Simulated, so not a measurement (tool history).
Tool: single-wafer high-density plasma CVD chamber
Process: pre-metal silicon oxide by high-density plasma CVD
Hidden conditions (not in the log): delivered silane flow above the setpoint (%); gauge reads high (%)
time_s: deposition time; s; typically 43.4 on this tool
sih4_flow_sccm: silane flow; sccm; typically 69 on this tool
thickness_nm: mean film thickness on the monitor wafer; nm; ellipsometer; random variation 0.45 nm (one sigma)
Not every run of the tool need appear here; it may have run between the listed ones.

run	hour	time_s	sih4_flow_sccm	wafers since the last listed run	hours since the silane flow controller was replaced	hours since the gauge calibration	read-back reference wafer on the same gauge, thickness_nm	thickness_nm
1	0.0	43.4	73	0	4106.6	61.6	289.786	318.488
2	9.8	43.4	69	165	4116.4	71.4	289.932	300.543
3	20.9	43.4	69	187	4127.5	82.5	290.053	301.953
4	29.5	43.4	69	145	4136.1	91.1	290.308	301.761
5	41.0	43.4	69	194	4147.6	102.6	290.360	302.137
6	53.4	43.4	69	209	4160.0	115.0	290.485	301.214
# hour 74.6: gauge calibrated
7	79.4	43.4	69	440	4186.0	4.8	289.130	301.245
8	94.5	43.4	69	255	4201.1	19.9	289.201	300.800
9	101.8	43.4	69	123	4208.4	27.2	289.136	300.306
10	111.1	47.4	59	157	4217.7	36.5	289.346	281.468
11	121.4	47.4	69	174	4228.0	46.8	289.463	328.587
# hour 129.8: silane flow controller replaced
12	132.5	43.4	69	52	2.7	57.9	289.652	300.991
13	156.9	50.9	80	412	27.1	82.3	289.963	408.702
14	164.7	37.3	63	132	34.9	90.1	290.089	235.920
15	176.7	39.2	83	203	46.9	102.1	290.280	328.155
16	187.8	37.0	76	187	58.0	113.2	290.479	283.931

Alternative continuations, all from the tool just after run 16; predict every row:
A	188.2	43.4	80	6	58.4	113.6	?	?
B	188.2	40.4	65	6	58.4	113.6	?	?
C	188.2	43.4	57	6	58.4	113.6	?	?
D	188.2	50.2	58	6	58.4	113.6	?	?

run	read-back reference wafer on the same gauge, thickness_nm	thickness_nm
A	290.239	350.176
B	290.239	264.851
C	290.239	249.500
D	290.239	293.656
Without the tool's unlogged condition, the same runs would have read:
run	thickness_nm
A	348.593
B	263.654
C	248.373
D	292.328
